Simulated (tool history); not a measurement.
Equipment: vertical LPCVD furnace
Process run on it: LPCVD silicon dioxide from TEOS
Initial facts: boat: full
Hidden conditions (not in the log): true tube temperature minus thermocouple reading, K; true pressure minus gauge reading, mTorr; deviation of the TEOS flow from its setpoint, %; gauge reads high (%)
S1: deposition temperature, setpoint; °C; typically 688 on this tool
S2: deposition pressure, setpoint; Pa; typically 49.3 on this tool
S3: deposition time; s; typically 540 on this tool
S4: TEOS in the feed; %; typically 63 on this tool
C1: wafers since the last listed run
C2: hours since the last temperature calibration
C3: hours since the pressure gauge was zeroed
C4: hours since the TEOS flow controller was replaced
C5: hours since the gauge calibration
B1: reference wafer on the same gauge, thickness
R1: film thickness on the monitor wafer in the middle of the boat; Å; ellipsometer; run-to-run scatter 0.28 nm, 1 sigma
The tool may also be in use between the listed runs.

| run | hour | S1 | S2 | S3 | S4 | C1 | C2 | C3 | C4 | C5 | B1 | R1 |
|---|---|---|---|---|---|---|---|---|---|---|---|---|
| 1 | 0 | 688 | 49.3 | 540 | 63 | 0 | 764.3 | 4434.8 | 1865.5 | 428.8 | 47.91 | 589.3 |
| 2 | 46.6 | 688 | 49.3 | 540 | 63 | 687 | 810.9 | 4481.4 | 1912.1 | 475.4 | 47.88 | 585.9 |
| 3 | 105.5 | 688 | 42 | 540 | 63 | 868 | 869.8 | 4540.3 | 1971 | 534.3 | 47.87 | 542.8 |
| 4 | 137.8 | 688 | 49.3 | 540 | 63 | 476 | 902.1 | 4572.6 | 2003.3 | 566.6 | 47.88 | 587.9 |
| 5 | 166.9 | 688 | 49.3 | 540 | 63 | 429 | 931.2 | 4601.7 | 2032.4 | 595.7 | 47.95 | 584.1 |
| 6 | 205.5 | 688 | 49.3 | 540 | 63 | 569 | 969.8 | 4640.3 | 2071 | 634.3 | 47.91 | 596.1 |
| 7 | 233.7 | 688 | 49.3 | 540 | 63 | 415 | 998 | 4668.5 | 2099.2 | 662.5 | 47.88 | 592.8 |
| 8 | 263.9 | 688 | 49.3 | 540 | 63 | 445 | 1028.2 | 4698.7 | 2129.4 | 692.7 | 47.91 | 591.7 |
| 9 | 368.6 | 688 | 49.3 | 540 | 63 | 1544 | 1132.9 | 4803.4 | 2234.1 | 797.4 | 47.95 | 594.1 |
| 10 | 402.2 | 688 | 56 | 540 | 63 | 495 | 1166.5 | 4837 | 2267.7 | 831 | 47.92 | 637.2 |
|  | 489.4 | pressure gauge zeroed |
| 11 | 489.9 | 677 | 52.7 | 450 | 71 | 939 | 1254.2 | 0.5 | 2355.4 | 918.7 | 47.88 | 416.8 |
|  | 519.4 | gauge calibrated |
| 12 | 539.5 | 680 | 49.3 | 540 | 63 | 731 | 1303.8 | 50.1 | 2405 | 20.1 | 47.92 | 491.5 |
|  | 593.8 | TEOS flow controller replaced |
| 13 | 605.4 | 688 | 55.3 | 330 | 63 | 617 | 1369.7 | 116 | 11.6 | 86 | 47.98 | 387 |
|  | 640 | thermocouples replaced and temperature profile calibrated |
| 14 | 651.9 | 696 | 56.7 | 420 | 68 | 331 | 11.9 | 162.5 | 58.1 | 132.5 | 47.9 | 569.4 |
| 15 | 707.1 | 688 | 42 | 540 | 63 | 814 | 67.1 | 217.7 | 113.3 | 187.7 | 47.88 | 509.1 |
| 16 | 756.2 | 696 | 46 | 540 | 72 | 724 | 116.2 | 266.8 | 162.4 | 236.8 | 47.9 | 692.5 |
| 17 | 790.9 | 680 | 58 | 360 | 54 | 511 | 150.9 | 301.5 | 197.1 | 271.5 | 47.9 | 308.1 |
| 18 | 833.9 | 692 | 49.3 | 540 | 63 | 634 | 193.9 | 344.5 | 240.1 | 314.5 | 47.92 | 616 |

Below are 3 alternative next runs, each starting from the tool's condition after run 18. Predict each:
| A | 838.1 | 688 | 49.3 | 450 | 63 | 61 | 198.1 | 348.7 | 244.3 | 318.7 | ? | ? |
| B | 838.1 | 677 | 43.3 | 540 | 74 | 61 | 198.1 | 348.7 | 244.3 | 318.7 | ? | ? |
| C | 838.1 | 684 | 52.7 | 540 | 70 | 61 | 198.1 | 348.7 | 244.3 | 318.7 | ? | ? |

| run | B1 | R1 |
|---|---|---|
| A | 47.94 | 474 |
| B | 47.94 | 443.5 |
| C | 47.94 | 563.1 |
Stripped of hidden state, with their random variation kept, the same runs would have yielded:
| run | R1 |
|---|---|
| A | 455.8 |
| B | 426.1 |
| C | 541.3 |
